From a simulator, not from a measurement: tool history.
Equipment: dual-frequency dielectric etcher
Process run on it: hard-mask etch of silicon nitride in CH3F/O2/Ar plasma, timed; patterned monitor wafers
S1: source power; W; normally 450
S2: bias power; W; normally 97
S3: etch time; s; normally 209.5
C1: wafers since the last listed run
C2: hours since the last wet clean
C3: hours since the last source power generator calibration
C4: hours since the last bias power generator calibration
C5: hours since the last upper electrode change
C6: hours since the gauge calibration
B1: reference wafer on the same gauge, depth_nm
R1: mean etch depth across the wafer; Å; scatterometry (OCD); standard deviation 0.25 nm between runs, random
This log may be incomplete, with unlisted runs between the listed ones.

{"run": 1, "day": 0.0, "S1": 450, "S2": 97, "S3": 209.5, "C1": 0, "C2": 356.6, "C3": 2528.1, "C4": 2418.4, "C5": 3087.9, "C6": 225.2, "B1": 138, "R1": 1689}
{"run": 2, "day": 0.442, "S1": 390, "S2": 97, "S3": 209.5, "C1": 88, "C2": 367.2, "C3": 2538.7, "C4": 2429, "C5": 3098.5, "C6": 235.8, "B1": 138, "R1": 1606}
{"day": 0.646, "done": "bias power generator calibrated"}
{"run": 3, "day": 1.154, "S1": 390, "S2": 97, "S3": 209.5, "C1": 109, "C2": 384.3, "C3": 2555.8, "C4": 12.2, "C5": 3115.6, "C6": 252.9, "B1": 138, "R1": 1633}
{"run": 4, "day": 1.692, "S1": 450, "S2": 97, "S3": 209.5, "C1": 107, "C2": 397.2, "C3": 2568.7, "C4": 25.1, "C5": 3128.5, "C6": 265.8, "B1": 138, "R1": 1719}
{"run": 5, "day": 2.079, "S1": 450, "S2": 97, "S3": 209.5, "C1": 77, "C2": 406.5, "C3": 2578, "C4": 34.4, "C5": 3137.8, "C6": 275.1, "B1": 138, "R1": 1718}
{"run": 6, "day": 2.704, "S1": 450, "S2": 97, "S3": 209.5, "C1": 125, "C2": 421.5, "C3": 2593, "C4": 49.4, "C5": 3152.8, "C6": 290.1, "B1": 137.9, "R1": 1718}
{"run": 7, "day": 3.383, "S1": 450, "S2": 97, "S3": 209.5, "C1": 135, "C2": 437.8, "C3": 2609.3, "C4": 65.7, "C5": 3169.1, "C6": 306.4, "B1": 137.9, "R1": 1723}
{"run": 8, "day": 3.725, "S1": 380, "S2": 120, "S3": 231.5, "C1": 68, "C2": 446, "C3": 2617.5, "C4": 73.9, "C5": 3177.3, "C6": 314.6, "B1": 138, "R1": 1983}
{"day": 4.879, "done": "wet clean of the chamber"}
{"run": 9, "day": 4.9, "S1": 540, "S2": 87, "S3": 209.5, "C1": 35, "C2": 0.5, "C3": 2645.7, "C4": 102.1, "C5": 3205.5, "C6": 342.8, "B1": 138, "R1": 1706}
{"run": 10, "day": 4.917, "S1": 450, "S2": 120, "S3": 168.5, "C1": 3, "C2": 0.9, "C3": 2646.1, "C4": 102.5, "C5": 3205.9, "C6": 343.2, "B1": 138, "R1": 1501}
{"run": 11, "day": 5.046, "S1": 490, "S2": 97, "S3": 248.5, "C1": 25, "C2": 4, "C3": 2649.2, "C4": 105.6, "C5": 3209, "C6": 346.3, "B1": 138, "R1": 2063}
{"run": 12, "day": 5.7, "S1": 490, "S2": 113, "S3": 169, "C1": 130, "C2": 19.7, "C3": 2664.9, "C4": 121.3, "C5": 3224.7, "C6": 362, "B1": 138, "R1": 1503}
{"day": 6.308, "done": "source power generator calibrated"}
{"run": 13, "day": 6.329, "S1": 410, "S2": 111, "S3": 209.5, "C1": 92, "C2": 34.8, "C3": 0.5, "C4": 136.4, "C5": 3239.8, "C6": 377.1, "B1": 138, "R1": 1738}
{"run": 14, "day": 6.625, "S1": 450, "S2": 97, "S3": 209.5, "C1": 59, "C2": 41.9, "C3": 7.6, "C4": 143.5, "C5": 3246.9, "C6": 384.2, "B1": 138, "R1": 1691}
{"run": 15, "day": 6.912, "S1": 450, "S2": 97, "S3": 209.5, "C1": 57, "C2": 48.8, "C3": 14.5, "C4": 150.4, "C5": 3253.8, "C6": 391.1, "B1": 138, "R1": 1688}
{"run": 16, "day": 7.304, "S1": 510, "S2": 89, "S3": 271, "C1": 78, "C2": 58.2, "C3": 23.9, "C4": 159.8, "C5": 3263.2, "C6": 400.5, "B1": 138, "R1": 2193}
{"day": 8.871, "done": "upper electrode replaced"}
{"run": 17, "day": 8.892, "S1": 550, "S2": 89, "S3": 226, "C1": 117, "C2": 96.3, "C3": 62, "C4": 197.9, "C5": 0.5, "C6": 438.6, "B1": 138, "R1": 1882}
{"run": 18, "day": 8.954, "S1": 420, "S2": 104, "S3": 175, "C1": 12, "C2": 97.8, "C3": 63.5, "C4": 199.4, "C5": 2, "C6": 440.1, "B1": 138, "R1": 1421}
{"run": 19, "day": 9.379, "S1": 530, "S2": 97, "S3": 209.5, "C1": 85, "C2": 108, "C3": 73.7, "C4": 209.6, "C5": 12.2, "C6": 450.3, "B1": 138, "R1": 1792}
{"run": 20, "day": 9.938, "S1": 450, "S2": 90, "S3": 209.5, "C1": 111, "C2": 121.4, "C3": 87.1, "C4": 223, "C5": 25.6, "C6": 463.7, "B1": 138, "R1": 1629}
{"run": 21, "day": 10.6, "S1": 550, "S2": 108, "S3": 179, "C1": 132, "C2": 137.3, "C3": 103, "C4": 238.9, "C5": 41.5, "C6": 479.6, "B1": 138, "R1": 1632}
{"run": 22, "day": 10.962, "S1": 360, "S2": 75, "S3": 270.5, "C1": 72, "C2": 146, "C3": 111.7, "C4": 247.6, "C5": 50.2, "C6": 488.3, "B1": 138, "R1": 1779}
{"run": 23, "day": 11.35, "S1": 420, "S2": 90, "S3": 209.5, "C1": 77, "C2": 155.3, "C3": 121, "C4": 256.9, "C5": 59.5, "C6": 497.6, "B1": 138, "R1": 1592}
{"day": 11.683, "done": "gauge calibrated"}
{"run": 24, "day": 11.704, "S1": 450, "S2": 97, "S3": 209.5, "C1": 70, "C2": 163.8, "C3": 129.5, "C4": 265.4, "C5": 68, "C6": 0.5, "B1": 138, "R1": 1694}
{"run": 25, "day": 13.9, "S1": 450, "S2": 116, "S3": 209.5, "C1": 439, "C2": 216.5, "C3": 182.2, "C4": 318.1, "C5": 120.7, "C6": 53.2, "B1": 138, "R1": 1845}
{"run": 26, "day": 14.479, "S1": 450, "S2": 90, "S3": 178.5, "C1": 115, "C2": 230.4, "C3": 196.1, "C4": 332, "C5": 134.6, "C6": 67.1, "B1": 138, "R1": 1392}
{"run": 27, "day": 14.812, "S1": 450, "S2": 116, "S3": 209.5, "C1": 66, "C2": 238.4, "C3": 204.1, "C4": 340, "C5": 142.6, "C6": 75.1, "B1": 138, "R1": 1844}
{"run": 28, "day": 15.204, "S1": 370, "S2": 78, "S3": 209.5, "C1": 78, "C2": 247.8, "C3": 213.5, "C4": 349.4, "C5": 152, "C6": 84.5, "B1": 138, "R1": 1423}
{"run": 29, "day": 15.942, "S1": 450, "S2": 97, "S3": 209.5, "C1": 147, "C2": 265.5, "C3": 231.2, "C4": 367.1, "C5": 169.7, "C6": 102.2, "B1": 138, "R1": 1696}
{"run": 30, "day": 16.429, "S1": 450, "S2": 97, "S3": 209.5, "C1": 97, "C2": 277.2, "C3": 242.9, "C4": 378.8, "C5": 181.4, "C6": 113.9, "B1": 138, "R1": 1697}
{"run": 31, "day": 16.958, "S1": 530, "S2": 74, "S3": 227, "C1": 105, "C2": 289.9, "C3": 255.6, "C4": 391.5, "C5": 194.1, "C6": 126.6, "B1": 138, "R1": 1715}

Branching from run 31: 3 alternative next runs. What would each branch give?
{"run": "A", "day": 16.979, "S1": 450, "S2": 97, "S3": 153, "C1": 4, "C2": 290.4, "C3": 256.1, "C4": 392, "C5": 194.6, "C6": 127.1, "B1": "?", "R1": "?"}
{"run": "B", "day": 16.979, "S1": 350, "S2": 112, "S3": 247.5, "C1": 4, "C2": 290.4, "C3": 256.1, "C4": 392, "C5": 194.6, "C6": 127.1, "B1": "?", "R1": "?"}
{"run": "C", "day": 16.979, "S1": 390, "S2": 76, "S3": 182, "C1": 4, "C2": 290.4, "C3": 256.1, "C4": 392, "C5": 194.6, "C6": 127.1, "B1": "?", "R1": "?"}

run=A B1=138 R1=1241
run=B B1=138 R1=1966
run=C B1=138 R1=1245
The same runs, with their run-to-run variation unchanged, on a tool lacking any hidden condition would have given:
run=A R1=1242
run=B R1=1968
run=C R1=1246
